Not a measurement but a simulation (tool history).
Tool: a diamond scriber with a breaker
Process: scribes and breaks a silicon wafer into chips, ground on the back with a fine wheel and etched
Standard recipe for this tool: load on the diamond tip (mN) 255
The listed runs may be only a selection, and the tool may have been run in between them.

run	day	load on the diamond tip (mN)	incoming depth of the damage left on the back of the incoming wafer, um	depth of the median crack under the scribed line (um)	chips rejected at inspection after the break (%)
1	0	255	0.3	10.68	1.45
2	0.583	255	0.31	10.74	1.85
3	1.238	255	0.39	10.64	2.01
4	1.792	255	0.77	10.69	1.99
5	2.504	255	0.37	10.72	2.13
6	3.858	215	0.62	9.81	6.11
7	4.967	215	0.74	9.59	5.53
8	6.117	289	0.39	10.83	1.55
9	7.067	289	0.37	11.11	1.37
10	8.404	289	0.39	10.83	1.72
11	9.342	255	0.73	10.23	2.61
12	10.579	255	0.47	10.41	2.97
13	11.979	255	0.59	10.58	2.94
14	12.612	294	0.48	11.19	1.5
15	13.392	205	0.52	9.3	9.86
# day 14.004: diamond tip replaced by a new one
16	14.775	280	0.49	11.48	1.71
17	15.762	225	0.55	10.05	3.37
18	16.846	255	0.5	10.85	2
19	18.133	190	0.4	9.28	9.59
20	19.233	214	0.42	9.72	5.9
# day 19.567: load on the tip recalibrated
21	20.35	331	0.3	11.74	2.44
22	21.792	276	0.61	10.72	1.84

The next listed run, before its measurement:
23	22.688	255	0.74	?	?

Run 23 came out at depth of the median crack under the scribed line (um) 10.21, chips rejected at inspection after the break (%) 3.
On a tool with no hidden condition, and with the same random variation, this run would have come out at depth of the median crack under the scribed line (um) 10.97, chips rejected at inspection after the break (%) 1.67.

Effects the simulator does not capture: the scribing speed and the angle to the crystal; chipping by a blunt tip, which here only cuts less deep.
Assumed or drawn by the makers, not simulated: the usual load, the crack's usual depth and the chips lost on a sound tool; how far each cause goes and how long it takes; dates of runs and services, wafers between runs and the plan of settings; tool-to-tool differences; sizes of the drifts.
